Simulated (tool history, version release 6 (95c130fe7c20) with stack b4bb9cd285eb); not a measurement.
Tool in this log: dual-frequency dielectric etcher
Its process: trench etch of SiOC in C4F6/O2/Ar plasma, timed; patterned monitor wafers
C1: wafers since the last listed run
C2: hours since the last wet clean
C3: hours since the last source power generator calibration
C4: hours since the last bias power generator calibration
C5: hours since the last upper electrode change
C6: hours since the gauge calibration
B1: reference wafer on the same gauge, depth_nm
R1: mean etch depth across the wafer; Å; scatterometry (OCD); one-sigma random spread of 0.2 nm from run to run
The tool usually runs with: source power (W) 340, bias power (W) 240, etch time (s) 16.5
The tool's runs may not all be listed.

run 1 hour=0.0 | source_power_(W)=340 bias_power_(W)=270 etch_time_(s)=16.5 | C1=0 C2=179.4 C3=1187.1 C4=2038.2 C5=4895.0 C6=1520.7 | B1=32.29 | R1=399.7
run 2 hour=41.9 | source_power_(W)=340 bias_power_(W)=270 etch_time_(s)=16.5 | C1=869 C2=221.3 C3=1229.0 C4=2080.1 C5=4936.9 C6=1562.6 | B1=32.26 | R1=394.8
run 3 hour=121.2 | source_power_(W)=340 bias_power_(W)=240 etch_time_(s)=16.5 | C1=1645 C2=300.6 C3=1308.3 C4=2159.4 C5=5016.2 C6=1641.9 | B1=32.34 | R1=377.9
run 4 hour=217.9 | source_power_(W)=340 bias_power_(W)=240 etch_time_(s)=16.5 | C1=2007 C2=397.3 C3=1405.0 C4=2256.1 C5=5112.9 C6=1738.6 | B1=32.31 | R1=375.2
-- hour=295.7 wet clean of the chamber
run 5 hour=296.2 | source_power_(W)=340 bias_power_(W)=240 etch_time_(s)=16.5 | C1=1127 C2=0.5 C3=1483.3 C4=2334.4 C5=5191.2 C6=1816.9 | B1=32.31 | R1=376.2
run 6 hour=358.1 | source_power_(W)=340 bias_power_(W)=240 etch_time_(s)=16.5 | C1=1284 C2=62.4 C3=1545.2 C4=2396.3 C5=5253.1 C6=1878.8 | B1=32.29 | R1=377.0
run 7 hour=423.3 | source_power_(W)=340 bias_power_(W)=240 etch_time_(s)=16.5 | C1=1353 C2=127.6 C3=1610.4 C4=2461.5 C5=5318.3 C6=1944.0 | B1=32.31 | R1=374.1
-- hour=478.8 bias power generator calibrated
run 8 hour=492.4 | source_power_(W)=340 bias_power_(W)=240 etch_time_(s)=16.5 | C1=1351 C2=196.7 C3=1679.5 C4=13.6 C5=5387.4 C6=2013.1 | B1=32.30 | R1=377.0
run 9 hour=539.0 | source_power_(W)=340 bias_power_(W)=240 etch_time_(s)=16.5 | C1=967 C2=243.3 C3=1726.1 C4=60.2 C5=5434.0 C6=2059.7 | B1=32.24 | R1=376.1
run 10 hour=603.4 | source_power_(W)=340 bias_power_(W)=240 etch_time_(s)=16.5 | C1=1336 C2=307.7 C3=1790.5 C4=124.6 C5=5498.4 C6=2124.1 | B1=32.36 | R1=378.9
run 11 hour=678.2 | source_power_(W)=340 bias_power_(W)=240 etch_time_(s)=16.5 | C1=1552 C2=382.5 C3=1865.3 C4=199.4 C5=5573.2 C6=2198.9 | B1=32.23 | R1=377.7
run 12 hour=775.7 | source_power_(W)=340 bias_power_(W)=288 etch_time_(s)=16.5 | C1=2023 C2=480.0 C3=1962.8 C4=296.9 C5=5670.7 C6=2296.4 | B1=32.34 | R1=404.8
-- hour=807.2 wet clean of the chamber
run 13 hour=845.4 | source_power_(W)=300 bias_power_(W)=214 etch_time_(s)=16.5 | C1=948 C2=38.2 C3=2032.5 C4=366.6 C5=5740.4 C6=2366.1 | B1=32.36 | R1=341.0
-- hour=915.6 source power generator calibrated
-- hour=943.2 gauge calibrated
-- hour=963.6 upper electrode replaced
run 14 hour=964.1 | source_power_(W)=340 bias_power_(W)=259 etch_time_(s)=16.5 | C1=1882 C2=156.9 C3=48.5 C4=485.3 C5=0.5 C6=20.9 | B1=32.26 | R1=387.2
run 15 hour=1051.8 | source_power_(W)=340 bias_power_(W)=240 etch_time_(s)=16.5 | C1=1820 C2=244.6 C3=136.2 C4=573.0 C5=88.2 C6=108.6 | B1=32.27 | R1=374.4
run 16 hour=1128.5 | source_power_(W)=310 bias_power_(W)=240 etch_time_(s)=15.0 | C1=1592 C2=321.3 C3=212.9 C4=649.7 C5=164.9 C6=185.3 | B1=32.26 | R1=332.9
run 17 hour=1173.8 | source_power_(W)=390 bias_power_(W)=240 etch_time_(s)=11.5 | C1=940 C2=366.6 C3=258.2 C4=695.0 C5=210.2 C6=230.6 | B1=32.29 | R1=273.8
-- hour=1214.6 wet clean of the chamber
run 18 hour=1218.5 | source_power_(W)=340 bias_power_(W)=240 etch_time_(s)=16.5 | C1=429 C2=3.9 C3=302.9 C4=739.7 C5=254.9 C6=275.3 | B1=32.32 | R1=373.4
run 19 hour=1279.1 | source_power_(W)=340 bias_power_(W)=192 etch_time_(s)=16.5 | C1=1257 C2=64.5 C3=363.5 C4=800.3 C5=315.5 C6=335.9 | B1=32.31 | R1=340.5
run 20 hour=1352.9 | source_power_(W)=390 bias_power_(W)=291 etch_time_(s)=14.5 | C1=1531 C2=138.3 C3=437.3 C4=874.1 C5=389.3 C6=409.7 | B1=32.35 | R1=378.9
run 21 hour=1437.0 | source_power_(W)=340 bias_power_(W)=240 etch_time_(s)=16.5 | C1=1745 C2=222.4 C3=521.4 C4=958.2 C5=473.4 C6=493.8 | B1=32.37 | R1=371.5
run 22 hour=1541.3 | source_power_(W)=370 bias_power_(W)=211 etch_time_(s)=13.5 | C1=2164 C2=326.7 C3=625.7 C4=1062.5 C5=577.7 C6=598.1 | B1=32.23 | R1=299.3
run 23 hour=1616.5 | source_power_(W)=340 bias_power_(W)=297 etch_time_(s)=16.5 | C1=1560 C2=401.9 C3=700.9 C4=1137.7 C5=652.9 C6=673.3 | B1=32.24 | R1=410.3
-- hour=1754.0 wet clean of the chamber
run 24 hour=1754.5 | source_power_(W)=260 bias_power_(W)=280 etch_time_(s)=16.5 | C1=2366 C2=0.5 C3=838.9 C4=1275.7 C5=790.9 C6=811.3 | B1=32.23 | R1=366.9

Predict the results of run 25:
run 25 hour=1801.2 | source_power_(W)=410 bias_power_(W)=240 etch_time_(s)=16.5 | C1=969 C2=47.2 C3=885.6 C4=1322.4 C5=837.6 C6=858.0 | B1=? | R1=?

B1: 32.25
R1: 400.1 Å
On a tool with no hidden condition, and with the same random variation, this run would have come out at R1 400.1 Å.
